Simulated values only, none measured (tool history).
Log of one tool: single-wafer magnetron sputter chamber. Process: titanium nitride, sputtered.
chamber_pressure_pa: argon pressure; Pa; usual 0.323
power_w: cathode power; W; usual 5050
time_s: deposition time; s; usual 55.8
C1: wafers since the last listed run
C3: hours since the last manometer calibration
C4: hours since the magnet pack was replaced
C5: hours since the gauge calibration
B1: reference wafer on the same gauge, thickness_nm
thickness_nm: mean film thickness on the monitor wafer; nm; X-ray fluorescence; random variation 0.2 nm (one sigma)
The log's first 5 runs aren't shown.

Run 6, hour 122.4: usual settings but power_w 5800 W; C1 454; wafers on the sputter target 1539; C3 1867.8; C4 6253.1; C5 277.1; B1 56.791. Result: thickness_nm 58.310 nm.
Run 7, hour 137.1: usual settings but chamber_pressure_pa 0.291 Pa; C1 297; wafers on the sputter target 1837; C3 1882.5; C4 6267.8; C5 291.8; B1 56.707. Result: thickness_nm 51.416 nm.
Run 8, hour 164.3: usual settings but chamber_pressure_pa 0.291 Pa; C1 549; wafers on the sputter target 2386; C3 1909.7; C4 6295.0; C5 319.0; B1 56.692. Result: thickness_nm 51.300 nm.
Run 9, hour 223.0: usual settings; C1 1186; wafers on the sputter target 3573; C3 1968.4; C4 6353.7; C5 377.7; B1 56.699. Result: thickness_nm 50.776 nm.
Run 10, hour 253.9: usual settings; C1 624; wafers on the sputter target 4197; C3 1999.3; C4 6384.6; C5 408.6; B1 56.712. Result: thickness_nm 51.039 nm.
At hour 269.6: magnet pack replaced.
Run 11, hour 286.9: usual settings; C1 505; wafers on the sputter target 4703; C3 2032.3; C4 17.3; C5 441.6; B1 56.680. Result: thickness_nm 50.713 nm.
Run 12, hour 307.4: usual settings but chamber_pressure_pa 0.293 Pa, power_w 4450 W; C1 414; wafers on the sputter target 5117; C3 2052.8; C4 37.8; C5 462.1; B1 56.654. Result: thickness_nm 45.208 nm.
Run 13, hour 334.6: usual settings but chamber_pressure_pa 0.293 Pa, power_w 4450 W; C1 549; wafers on the sputter target 5667; C3 2080.0; C4 65.0; C5 489.3; B1 56.736. Result: thickness_nm 45.129 nm.
Run 14, hour 349.4: usual settings but chamber_pressure_pa 0.293 Pa, power_w 4450 W; C1 299; wafers on the sputter target 5966; C3 2094.8; C4 79.8; C5 504.1; B1 56.666. Result: thickness_nm 45.405 nm.
At hour 372.8: capacitance manometer re-zeroed and calibrated.
Run 15, hour 373.3: usual settings; C1 321; wafers on the sputter target 6288; C3 0.5; C4 103.7; C5 528.0; B1 56.782. Result: thickness_nm 50.966 nm.
At hour 384.9: sputter target and shields replaced.
Run 16, hour 397.8: usual settings; C1 333; wafers on the sputter target 260; C3 25.0; C4 128.2; C5 552.5; B1 56.729. Result: thickness_nm 50.987 nm.
Run 17, hour 432.2: usual settings but chamber_pressure_pa 0.253 Pa, power_w 5900 W, time_s 67.0 s; C1 695; wafers on the sputter target 955; C3 59.4; C4 162.6; C5 586.9; B1 56.623. Result: thickness_nm 72.506 nm.
Run 18, hour 461.5: usual settings but chamber_pressure_pa 0.415 Pa, power_w 5950 W, time_s 63.9 s; C1 592; wafers on the sputter target 1547; C3 88.7; C4 191.9; C5 616.2; B1 56.656. Result: thickness_nm 66.978 nm.
At hour 467.4: gauge calibrated.
Run 19, hour 488.6: usual settings but power_w 5400 W; C1 547; wafers on the sputter target 2095; C3 115.8; C4 219.0; C5 21.2; B1 56.755. Result: thickness_nm 54.702 nm.
Run 20, hour 518.1: usual settings but chamber_pressure_pa 0.293 Pa, power_w 4450 W; C1 596; wafers on the sputter target 2691; C3 145.3; C4 248.5; C5 50.7; B1 56.713. Result: thickness_nm 45.087 nm.
Run 21, hour 551.3: usual settings; C1 671; wafers on the sputter target 3362; C3 178.5; C4 281.7; C5 83.9; B1 56.664. Result: thickness_nm 50.724 nm.
Run 22, hour 565.8: usual settings but chamber_pressure_pa 0.430 Pa, power_w 6050 W, time_s 48.7 s; C1 293; wafers on the sputter target 3656; C3 193.0; C4 296.2; C5 98.4; B1 56.689. Result: thickness_nm 51.422 nm.
Run 23, hour 591.6: usual settings but chamber_pressure_pa 0.290 Pa, power_w 4000 W, time_s 46.3 s; C1 521; wafers on the sputter target 4177; C3 218.8; C4 322.0; C5 124.2; B1 56.705. Result: thickness_nm 33.580 nm.
Run 24, hour 626.9: usual settings; C1 713; wafers on the sputter target 4891; C3 254.1; C4 357.3; C5 159.5; B1 56.707. Result: thickness_nm 51.000 nm.
Run 25, hour 650.2: usual settings; C1 470; wafers on the sputter target 5362; C3 277.4; C4 380.6; C5 182.8; B1 56.679. Result: thickness_nm 50.939 nm.

Run 26 comes next. What will it give?
Run 26, hour 670.2: usual settings but chamber_pressure_pa 0.251 Pa, power_w 5650 W, time_s 62.0 s; C1 404; wafers on the sputter target 5766; C3 297.4; C4 400.6; C5 202.8; B1 ?. Result: thickness_nm ?.

B1: 56.695
thickness_nm: 64.043 nm
Without the tool's hidden state the same run would have given thickness_nm 64.043 nm.
